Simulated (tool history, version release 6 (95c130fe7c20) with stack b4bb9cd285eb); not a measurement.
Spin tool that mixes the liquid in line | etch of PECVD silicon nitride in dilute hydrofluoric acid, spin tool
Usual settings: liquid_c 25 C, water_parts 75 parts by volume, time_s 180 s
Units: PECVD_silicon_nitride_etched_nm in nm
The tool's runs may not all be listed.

run,hour,liquid_c,water_parts,time_s,wafers since the last listed run,hours since the thermometer was replaced,hours since the hydrofluoric acid flow meter was replaced,hours since the gauge calibration,"read-back film thickness of the PECVD silicon nitride reference wafer, read on the same gauge (nm)",PECVD_silicon_nitride_etched_nm
1,0,25,75,135,0,2243.6,973,178.5,119.99,9.33
2,16.2,25,75,180,102,2259.8,989.2,194.7,120,12.43
3,33.3,25,75,180,108,2276.9,1006.3,211.8,120,12.38
4,47.8,25,75,180,91,2291.4,1020.8,226.3,119.99,12.36
5,61.4,25,75,180,86,2305,1034.4,239.9,119.99,12.35
6,74.1,25,75,180,80,2317.7,1047.1,252.6,119.99,12.48
7,84.7,25,75,180,67,2328.3,1057.7,263.2,120,12.47
8,99.9,25,75,180,96,2343.5,1072.9,278.4,120.03,12.43
9,112.2,25,75,180,78,2355.8,1085.2,290.7,120.01,12.36
10,118.8,25,75,180,41,2362.4,1091.8,297.3,119.99,12.51
11,136.5,25,55,180,112,2380.1,1109.5,315,119.97,16.97
# hour 140.6: thermometer replaced
12,146.2,25,75,180,55,5.6,1119.2,324.7,119.94,12.35
13,158.6,22.5,60,120,78,18,1131.6,337.1,119.99,8.8
14,169.8,27,55,275,71,29.2,1142.8,348.3,119.98,29.26
# hour 175.4: hydrofluoric acid flow meter replaced
# hour 183.7: gauge calibrated
15,213.6,25,100,270,271,73,38.2,29.9,119.98,13.7
16,220,27.5,75,215,40,79.4,44.6,36.3,120.01,17.03
17,236.9,25,75,180,107,96.3,61.5,53.2,120.01,12.19
18,253.5,25,75,180,105,112.9,78.1,69.8,120.06,12.06
19,262.2,22,55,290,55,121.6,86.8,78.5,120.02,21.59
20,279.8,25,75,225,111,139.2,104.4,96.1,119.96,15.18
21,293.7,25,115,180,88,153.1,118.3,110,119.98,8
22,311,25,45,180,109,170.4,135.6,127.3,119.98,20.04
23,320.5,21.5,90,215,60,179.9,145.1,136.8,119.97,9.53

Run 24 comes next. What will it give?
24,331.9,29,50,85,72,191.3,156.5,148.2,?,?

Run 24 gave read-back film thickness of the PECVD silicon nitride reference wafer, read on the same gauge (nm) 120.02, PECVD_silicon_nitride_etched_nm 11.1 nm.
Without the tool's hidden state the same run would have given PECVD_silicon_nitride_etched_nm 11.03 nm.

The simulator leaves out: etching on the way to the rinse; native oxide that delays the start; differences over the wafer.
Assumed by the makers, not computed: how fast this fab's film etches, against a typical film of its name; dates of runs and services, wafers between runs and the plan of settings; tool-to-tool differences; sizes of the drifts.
